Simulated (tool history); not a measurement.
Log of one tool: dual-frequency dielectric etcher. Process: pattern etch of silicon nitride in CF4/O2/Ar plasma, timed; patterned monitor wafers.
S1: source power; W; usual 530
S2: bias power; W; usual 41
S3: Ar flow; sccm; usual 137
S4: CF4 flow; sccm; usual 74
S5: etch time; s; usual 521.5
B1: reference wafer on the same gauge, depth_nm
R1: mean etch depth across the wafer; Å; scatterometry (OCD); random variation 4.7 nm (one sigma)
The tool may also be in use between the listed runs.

| run | hour | S1 | S2 | S3 | S4 | S5 | B1 | R1 |
|---|---|---|---|---|---|---|---|---|
| 1 | 0 | 470 | 41 | 137 | 74 | 521.5 | 853.6 | 7849 |
|  | 48.1 | wet clean of the chamber |
| 2 | 94.6 | 470 | 41 | 137 | 74 | 521.5 | 854.1 | 7932 |
| 3 | 151.2 | 470 | 41 | 137 | 74 | 521.5 | 855 | 8064 |
| 4 | 223.2 | 530 | 41 | 137 | 66 | 413 | 854.1 | 6654 |
| 5 | 266.3 | 530 | 41 | 137 | 66 | 413 | 857.9 | 6706 |
| 6 | 366.9 | 530 | 41 | 137 | 74 | 521.5 | 857.6 | 8620 |
|  | 410.4 | CF4 flow controller replaced |
| 7 | 469.6 | 530 | 41 | 137 | 74 | 521.5 | 855.4 | 8525 |
|  | 495.3 | source power generator calibrated |
|  | 550 | upper electrode replaced |
|  | 578.5 | wet clean of the chamber |
| 8 | 579 | 530 | 41 | 137 | 74 | 521.5 | 856.6 | 8880 |
|  | 624.3 | bias power generator calibrated |
| 9 | 636 | 530 | 36 | 137 | 74 | 521.5 | 856.1 | 8354 |
|  | 658.7 | Ar flow controller replaced |
| 10 | 699.3 | 440 | 51 | 137 | 74 | 521.5 | 855.7 | 8465 |
| 11 | 736.1 | 530 | 38 | 109 | 82 | 521.5 | 855.8 | 8948 |
|  | 773.9 | gauge calibrated |
| 12 | 794.1 | 530 | 31 | 137 | 90 | 521.5 | 856.2 | 8027 |
| 13 | 878.6 | 530 | 41 | 137 | 74 | 521.5 | 854.6 | 8730 |
| 14 | 918.7 | 530 | 41 | 137 | 74 | 617.5 | 854.9 | 10272 |
| 15 | 1017.9 | 530 | 41 | 137 | 74 | 521.5 | 857.4 | 8534 |
|  | 1046.8 | wet clean of the chamber |
| 16 | 1113.3 | 490 | 41 | 166 | 83 | 458 | 857.3 | 7271 |
| 17 | 1173.7 | 530 | 41 | 137 | 69 | 521.5 | 857.1 | 8507 |
| 18 | 1248.9 | 530 | 41 | 146 | 85 | 521.5 | 855.4 | 8867 |

Forecast each of these 4 alternatives for the next run:
| A | 1249.5 | 530 | 41 | 137 | 74 | 605.5 | ? | ? |
| B | 1249.5 | 530 | 41 | 137 | 87 | 473.5 | ? | ? |
| C | 1249.5 | 530 | 44 | 170 | 74 | 521.5 | ? | ? |
| D | 1249.5 | 530 | 41 | 137 | 74 | 447 | ? | ? |

| run | B1 | R1 |
|---|---|---|
| A | 856.5 | 10154 |
| B | 856.5 | 8238 |
| C | 856.5 | 8769 |
| D | 856.5 | 7496 |
Without the tool's hidden state the same runs would have given:
| run | R1 |
|---|---|
| A | 10244 |
| B | 8311 |
| C | 8847 |
| D | 7562 |
